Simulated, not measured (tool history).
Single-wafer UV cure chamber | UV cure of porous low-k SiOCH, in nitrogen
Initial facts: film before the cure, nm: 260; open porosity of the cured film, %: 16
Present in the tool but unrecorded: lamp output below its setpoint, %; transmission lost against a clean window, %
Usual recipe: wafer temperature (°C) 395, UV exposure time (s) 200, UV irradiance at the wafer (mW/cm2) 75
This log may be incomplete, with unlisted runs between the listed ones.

run   hour  wafer temperature (°C)  UV exposure time (s)  UV irradiance at the wafer (mW/cm2)  wafers since the last listed run  hours since the UV bulbs were replaced  wafers since the quartz window was cleaned  loss of film thickness in the cure (%)
  1    0.0                     395                   200                                   75                                 0                                  2616.4                                         480                                   8.932
  2   17.8                     395                   200                                   75                                98                                  2634.2                                         578                                   8.776
  3   27.3                     395                   200                                   75                                52                                  2643.7                                         631                                   8.677
  4   41.7                     390                   200                                   75                                79                                  2658.1                                         711                                   8.619
  5   49.2                     390                   200                                   75                                41                                  2665.6                                         753                                   8.731
  6   62.9                     390                   200                                   75                                75                                  2679.3                                         829                                   8.775
  7   69.2                     395                   200                                   75                                34                                  2685.6                                         863                                   8.547
  8   78.2                     395                   200                                   75                                49                                  2694.6                                         913                                   8.708
  9   90.7                     395                   200                                   75                                69                                  2707.1                                         983                                   8.362
 10  101.1                     395                   200                                   75                                57                                  2717.5                                        1040                                   8.717
     112.5  -- quartz window cleaned
 11  113.0                     395                   200                                   75                                21                                  2729.4                                           2                                   9.672
 12  124.3                     395                   250                                   75                                62                                  2740.7                                          65                                  10.294
 13  133.3                     395                   200                                   75                                49                                  2749.7                                         115                                   9.352
 14  145.1                     395                   200                                   75                                65                                  2761.5                                         180                                   9.262
 15  162.9                     409                   260                                  104                                98                                  2779.3                                         279                                  12.081
     175.9  -- UV bulbs replaced
 16  176.2                     388                   200                                   61                                29                                     0.3                                         308                                   8.033
 17  193.5                     395                   305                                  106                                95                                    17.6                                         404                                  12.027
 18  200.0                     390                   200                                   75                                36                                    24.1                                         440                                   8.946
 19  208.5                     378                   290                                   75                                47                                    32.6                                         488                                  10.167
 20  218.3                     384                   200                                   75                                54                                    42.4                                         542                                   8.720
 21  228.8                     382                   310                                   58                                58                                    52.9                                         600                                   9.244
 22  242.0                     395                   115                                  106                                73                                    66.1                                         673                                   8.097
 23  251.5                     395                   200                                   75                                52                                    75.6                                         726                                   8.673
 24  263.2                     395                   200                                   75                                64                                    87.3                                         791                                   8.667
 25  271.9                     382                   200                                  110                                48                                    96.0                                         839                                   9.983
 26  286.5                     395                   200                                   48                                80                                   110.6                                         920                                   7.039
 27  303.6                     395                   200                                   75                                94                                   127.7                                        1015                                   8.655
     325.5  -- quartz window cleaned
 28  326.0                     395                   200                                   57                                79                                   150.1                                           2                                   8.505

What does the tool deliver on the next run?
 29  337.1                     395                   200                                   75                                61                                   161.2                                          64                                       ?

Run 29 measured loss of film thickness in the cure (%) 9.505.
Minus the tool's unlogged condition, the same run would have read loss of film thickness in the cure (%) 9.655.
